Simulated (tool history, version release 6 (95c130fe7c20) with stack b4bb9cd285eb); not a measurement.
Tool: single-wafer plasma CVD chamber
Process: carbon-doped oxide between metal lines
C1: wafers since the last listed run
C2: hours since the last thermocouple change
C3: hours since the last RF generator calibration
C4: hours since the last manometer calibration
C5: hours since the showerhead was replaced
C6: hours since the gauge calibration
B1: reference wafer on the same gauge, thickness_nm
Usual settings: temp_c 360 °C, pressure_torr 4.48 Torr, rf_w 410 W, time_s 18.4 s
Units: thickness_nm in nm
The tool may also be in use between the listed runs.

{"run": 1, "hour": 0.0, "temp_c": 360, "pressure_torr": 4.48, "rf_w": 410, "time_s": 20.8, "C1": 0, "C2": 213.9, "C3": 1064.8, "C4": 931.6, "C5": 5166.2, "C6": 860.4, "B1": 77.586, "thickness_nm": 86.911}
{"run": 2, "hour": 64.6, "temp_c": 360, "pressure_torr": 4.48, "rf_w": 410, "time_s": 20.8, "C1": 2020, "C2": 278.5, "C3": 1129.4, "C4": 996.2, "C5": 5230.8, "C6": 925, "B1": 77.588, "thickness_nm": 85.78}
{"run": 3, "hour": 109.3, "temp_c": 360, "pressure_torr": 4.48, "rf_w": 410, "time_s": 20.8, "C1": 1398, "C2": 323.2, "C3": 1174.1, "C4": 1040.9, "C5": 5275.5, "C6": 969.7, "B1": 77.644, "thickness_nm": 85.436}
{"run": 4, "hour": 155.6, "temp_c": 360, "pressure_torr": 4.48, "rf_w": 410, "time_s": 18.4, "C1": 1448, "C2": 369.5, "C3": 1220.4, "C4": 1087.2, "C5": 5321.8, "C6": 1016, "B1": 77.666, "thickness_nm": 75.84}
{"run": 5, "hour": 181.1, "temp_c": 360, "pressure_torr": 4.48, "rf_w": 410, "time_s": 18.4, "C1": 797, "C2": 395, "C3": 1245.9, "C4": 1112.7, "C5": 5347.3, "C6": 1041.5, "B1": 77.611, "thickness_nm": 75.824}
{"hour": 254.0, "done": "capacitance manometer re-zeroed and calibrated"}
{"hour": 300.2, "done": "RF generator calibrated"}
{"run": 6, "hour": 300.7, "temp_c": 354, "pressure_torr": 4.48, "rf_w": 440, "time_s": 18.4, "C1": 3240, "C2": 514.6, "C3": 0.5, "C4": 46.7, "C5": 5466.9, "C6": 1161.1, "B1": 77.605, "thickness_nm": 84.095}
{"run": 7, "hour": 336.4, "temp_c": 354, "pressure_torr": 4.48, "rf_w": 440, "time_s": 18.4, "C1": 1116, "C2": 550.3, "C3": 36.2, "C4": 82.4, "C5": 5502.6, "C6": 1196.8, "B1": 77.587, "thickness_nm": 84.552}
{"run": 8, "hour": 368.2, "temp_c": 353, "pressure_torr": 4.48, "rf_w": 410, "time_s": 20.2, "C1": 994, "C2": 582.1, "C3": 68, "C4": 114.2, "C5": 5534.4, "C6": 1228.6, "B1": 77.6, "thickness_nm": 88.081}
{"run": 9, "hour": 416.9, "temp_c": 353, "pressure_torr": 4.48, "rf_w": 410, "time_s": 20.2, "C1": 1523, "C2": 630.8, "C3": 116.7, "C4": 162.9, "C5": 5583.1, "C6": 1277.3, "B1": 77.625, "thickness_nm": 88.826}
{"hour": 477.8, "done": "showerhead replaced"}
{"run": 10, "hour": 478.3, "temp_c": 353, "pressure_torr": 4.48, "rf_w": 410, "time_s": 20.2, "C1": 1670, "C2": 692.2, "C3": 178.1, "C4": 224.3, "C5": 0.5, "C6": 1338.7, "B1": 77.664, "thickness_nm": 88.62}
{"run": 11, "hour": 532.3, "temp_c": 360, "pressure_torr": 4.48, "rf_w": 410, "time_s": 18.4, "C1": 1689, "C2": 746.2, "C3": 232.1, "C4": 278.3, "C5": 54.5, "C6": 1392.7, "B1": 77.634, "thickness_nm": 78.048}
{"run": 12, "hour": 597.1, "temp_c": 372, "pressure_torr": 4.48, "rf_w": 410, "time_s": 18.4, "C1": 2026, "C2": 811, "C3": 296.9, "C4": 343.1, "C5": 119.3, "C6": 1457.5, "B1": 77.573, "thickness_nm": 75.81}
{"run": 13, "hour": 629.6, "temp_c": 360, "pressure_torr": 4.48, "rf_w": 490, "time_s": 17.4, "C1": 1016, "C2": 843.5, "C3": 329.4, "C4": 375.6, "C5": 151.8, "C6": 1490, "B1": 77.559, "thickness_nm": 82.131}
{"run": 14, "hour": 682.9, "temp_c": 351, "pressure_torr": 3.78, "rf_w": 460, "time_s": 15.7, "C1": 1667, "C2": 896.8, "C3": 382.7, "C4": 428.9, "C5": 205.1, "C6": 1543.3, "B1": 77.638, "thickness_nm": 71.887}
{"run": 15, "hour": 707.7, "temp_c": 360, "pressure_torr": 4.48, "rf_w": 410, "time_s": 18.4, "C1": 775, "C2": 921.6, "C3": 407.5, "C4": 453.7, "C5": 229.9, "C6": 1568.1, "B1": 77.548, "thickness_nm": 77.48}
{"run": 16, "hour": 732.6, "temp_c": 360, "pressure_torr": 4.48, "rf_w": 440, "time_s": 18.4, "C1": 778, "C2": 946.5, "C3": 432.4, "C4": 478.6, "C5": 254.8, "C6": 1593, "B1": 77.609, "thickness_nm": 81.288}
{"run": 17, "hour": 784.9, "temp_c": 360, "pressure_torr": 4.48, "rf_w": 410, "time_s": 18.4, "C1": 1635, "C2": 998.8, "C3": 484.7, "C4": 530.9, "C5": 307.1, "C6": 1645.3, "B1": 77.603, "thickness_nm": 77.908}
{"hour": 816.6, "done": "gauge calibrated"}
{"run": 18, "hour": 820.9, "temp_c": 352, "pressure_torr": 4.17, "rf_w": 410, "time_s": 18.4, "C1": 1126, "C2": 1034.8, "C3": 520.7, "C4": 566.9, "C5": 343.1, "C6": 4.3, "B1": 77.589, "thickness_nm": 78.464}
{"hour": 854.3, "done": "thermocouple changed; heater temperature recalibrated"}
{"run": 19, "hour": 863.5, "temp_c": 351, "pressure_torr": 5.1, "rf_w": 410, "time_s": 20.7, "C1": 1082, "C2": 9.2, "C3": 563.3, "C4": 609.5, "C5": 385.7, "C6": 46.9, "B1": 77.555, "thickness_nm": 91.201}
{"run": 20, "hour": 923.1, "temp_c": 353, "pressure_torr": 4.48, "rf_w": 365, "time_s": 18.4, "C1": 1864, "C2": 68.8, "C3": 622.9, "C4": 669.1, "C5": 445.3, "C6": 106.5, "B1": 77.658, "thickness_nm": 72.731}
{"run": 21, "hour": 988.1, "temp_c": 360, "pressure_torr": 4.48, "rf_w": 340, "time_s": 18.4, "C1": 2033, "C2": 133.8, "C3": 687.9, "C4": 734.1, "C5": 510.3, "C6": 171.5, "B1": 77.55, "thickness_nm": 69.52}
{"run": 22, "hour": 1018.2, "temp_c": 349, "pressure_torr": 4.48, "rf_w": 370, "time_s": 19.7, "C1": 941, "C2": 163.9, "C3": 718, "C4": 764.2, "C5": 540.4, "C6": 201.6, "B1": 77.611, "thickness_nm": 80.074}
{"run": 23, "hour": 1055.2, "temp_c": 369, "pressure_torr": 3.94, "rf_w": 410, "time_s": 20, "C1": 1157, "C2": 200.9, "C3": 755, "C4": 801.2, "C5": 577.4, "C6": 238.6, "B1": 77.654, "thickness_nm": 80.504}
{"run": 24, "hour": 1110.6, "temp_c": 360, "pressure_torr": 4.48, "rf_w": 360, "time_s": 15.4, "C1": 1732, "C2": 256.3, "C3": 810.4, "C4": 856.6, "C5": 632.8, "C6": 294, "B1": 77.715, "thickness_nm": 59.103}
{"run": 25, "hour": 1144.8, "temp_c": 360, "pressure_torr": 4.48, "rf_w": 410, "time_s": 18.4, "C1": 1069, "C2": 290.5, "C3": 844.6, "C4": 890.8, "C5": 667, "C6": 328.2, "B1": 77.621, "thickness_nm": 77.05}
{"run": 26, "hour": 1176.7, "temp_c": 360, "pressure_torr": 4.48, "rf_w": 410, "time_s": 18.4, "C1": 997, "C2": 322.4, "C3": 876.5, "C4": 922.7, "C5": 698.9, "C6": 360.1, "B1": 77.629, "thickness_nm": 76.548}
{"run": 27, "hour": 1243.4, "temp_c": 360, "pressure_torr": 4.48, "rf_w": 410, "time_s": 18.4, "C1": 2086, "C2": 389.1, "C3": 943.2, "C4": 989.4, "C5": 765.6, "C6": 426.8, "B1": 77.508, "thickness_nm": 76.543}
{"run": 28, "hour": 1288.8, "temp_c": 360, "pressure_torr": 4.48, "rf_w": 410, "time_s": 18.4, "C1": 1420, "C2": 434.5, "C3": 988.6, "C4": 1034.8, "C5": 811, "C6": 472.2, "B1": 77.568, "thickness_nm": 76.685}
{"run": 29, "hour": 1348.1, "temp_c": 348, "pressure_torr": 4.01, "rf_w": 410, "time_s": 21.6, "C1": 1854, "C2": 493.8, "C3": 1047.9, "C4": 1094.1, "C5": 870.3, "C6": 531.5, "B1": 77.512, "thickness_nm": 91.541}

4 ways to go on from here, each from the tool as it stands after run 29. What would each give?
{"run": "A", "hour": 1348.5, "temp_c": 360, "pressure_torr": 5.08, "rf_w": 410, "time_s": 18.4, "C1": 12, "C2": 494.2, "C3": 1048.3, "C4": 1094.5, "C5": 870.7, "C6": 531.9, "B1": "?", "thickness_nm": "?"}
{"run": "B", "hour": 1348.5, "temp_c": 360, "pressure_torr": 4.8, "rf_w": 410, "time_s": 18.4, "C1": 12, "C2": 494.2, "C3": 1048.3, "C4": 1094.5, "C5": 870.7, "C6": 531.9, "B1": "?", "thickness_nm": "?"}
{"run": "C", "hour": 1348.5, "temp_c": 360, "pressure_torr": 5.2, "rf_w": 380, "time_s": 20.9, "C1": 12, "C2": 494.2, "C3": 1048.3, "C4": 1094.5, "C5": 870.7, "C6": 531.9, "B1": "?", "thickness_nm": "?"}
{"run": "D", "hour": 1348.5, "temp_c": 351, "pressure_torr": 4.79, "rf_w": 455, "time_s": 18.4, "C1": 12, "C2": 494.2, "C3": 1048.3, "C4": 1094.5, "C5": 870.7, "C6": 531.9, "B1": "?", "thickness_nm": "?"}

run=A B1=77.529 thickness_nm=77.686
run=B B1=77.529 thickness_nm=77.061
run=C B1=77.529 thickness_nm=84.279
run=D B1=77.529 thickness_nm=84.166
Without the tool's hidden state the same runs would have given:
run=A thickness_nm=80.735
run=B thickness_nm=80.085
run=C thickness_nm=87.713
run=D thickness_nm=87.468
